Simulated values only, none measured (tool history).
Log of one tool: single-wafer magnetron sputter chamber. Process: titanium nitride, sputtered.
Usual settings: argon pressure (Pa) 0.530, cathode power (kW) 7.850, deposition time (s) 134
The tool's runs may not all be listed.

run,day,argon pressure (Pa),cathode power (kW),deposition time (s),wafers since the last listed run,wafers on the sputter target,hours since the last manometer calibration,hours since the magnet pack was replaced,hours since the gauge calibration,"read-back reference wafer on the same gauge, thickness_nm",mean film thickness on the monitor wafer (angstrom)
1,0.000,0.530,7.850,134,0,563,2186.2,10996.2,164.2,200.948,1854.89
2,2.575,0.530,7.850,134,554,1117,2248.0,11058.0,226.0,201.018,1837.30
3,3.683,0.530,7.850,152,238,1356,2274.6,11084.6,252.6,200.970,2082.69
4,6.208,0.530,7.850,152,543,1899,2335.2,11145.2,313.2,200.952,2079.66
5,8.392,0.530,7.850,152,469,2369,2387.6,11197.6,365.6,201.037,2079.85
# day 13.446: capacitance manometer re-zeroed and calibrated
6,13.638,0.530,7.850,134,1057,3426,4.6,11323.5,491.5,201.029,1818.45
7,15.312,0.530,7.850,134,360,3787,44.8,11363.7,531.7,200.969,1809.49
8,17.938,0.530,7.850,134,564,4351,107.8,11426.7,594.7,200.991,1804.99
9,19.154,0.530,9.300,134,261,4613,137.0,11455.9,623.9,200.886,2136.55
10,21.108,0.530,9.300,134,420,5034,183.9,11502.8,670.8,201.115,2128.48
# day 22.225: sputter target and shields replaced
11,22.621,0.530,7.850,134,253,84,220.2,11539.1,707.1,201.114,1863.02
12,24.483,0.530,8.750,134,400,485,264.9,11583.8,751.8,200.902,2069.23
13,28.654,0.530,7.050,154,897,1383,365.0,11683.9,851.9,200.875,1898.26
14,29.988,0.673,9.200,160,286,1670,397.0,11715.9,883.9,200.930,2478.83
15,32.550,0.530,8.350,134,551,2221,458.5,11777.4,945.4,200.945,1950.59
16,34.000,0.371,6.250,159,312,2533,493.3,11812.2,980.2,200.968,1799.59
17,36.212,0.530,9.600,156,476,3009,546.4,11865.3,1033.3,200.963,2582.81
18,38.921,0.530,7.850,111,582,3592,611.4,11930.3,1098.3,200.814,1509.89
# day 41.117: gauge calibrated
# day 41.454: sputter target and shields replaced
19,41.683,0.326,6.850,116,522,49,677.7,11996.6,13.6,201.129,1477.40
20,42.912,0.382,6.250,134,264,314,707.2,12026.1,43.1,201.002,1538.40
21,44.938,0.401,6.800,147,435,749,755.8,12074.7,91.7,201.081,1814.68
# day 48.004: magnet pack replaced
22,48.025,0.530,7.850,134,592,1342,829.9,0.5,165.8,201.006,1845.17
23,50.458,0.530,7.350,123,523,1866,888.3,58.9,224.2,201.043,1577.72
24,51.600,0.530,7.850,134,245,2111,915.7,86.3,251.6,201.081,1844.87
25,52.954,0.662,7.850,116,291,2403,948.2,118.8,284.1,201.010,1538.80
26,55.546,0.530,9.600,156,557,2961,1010.4,181.0,346.3,200.867,2591.46
27,57.058,0.730,9.800,122,325,3286,1046.7,217.3,382.6,201.017,1963.25
28,58.867,0.530,8.750,134,389,3675,1090.1,260.7,426.0,201.072,2029.22
29,60.025,0.530,7.850,134,249,3924,1117.9,288.5,453.8,201.054,1815.37
30,61.112,0.320,9.350,142,234,4158,1144.0,314.6,479.9,200.977,2394.86
31,63.900,0.712,9.600,142,599,4758,1210.9,381.5,546.8,200.893,2237.99
# day 64.862: sputter target and shields replaced
32,65.796,0.530,7.850,134,336,200,1256.4,427.0,592.3,200.964,1843.23
33,67.271,0.622,7.850,134,317,518,1291.8,462.4,627.7,200.810,1815.18
34,69.896,0.686,9.200,149,564,1083,1354.8,525.4,690.7,200.996,2310.33

5 ways to go on from here, each from the tool as it stands after run 34. What would each give?
A,69.912,0.603,7.850,134,3,1086,1355.2,525.8,691.1,?,?
B,69.912,0.700,7.850,145,3,1086,1355.2,525.8,691.1,?,?
C,69.912,0.674,7.000,156,3,1086,1355.2,525.8,691.1,?,?
D,69.912,0.377,7.850,145,3,1086,1355.2,525.8,691.1,?,?
E,69.912,0.598,7.350,152,3,1086,1355.2,525.8,691.1,?,?

run,"read-back reference wafer on the same gauge, thickness_nm",mean film thickness on the monitor wafer (angstrom)
A,201.182,1800.52
B,201.182,1903.28
C,201.182,1837.39
D,201.182,2059.15
E,201.182,1914.61
Without the tool's hidden state the same runs would have given:
run,mean film thickness on the monitor wafer (angstrom)
A,1823.91
B,1928.00
C,1861.25
D,2085.90
E,1939.48
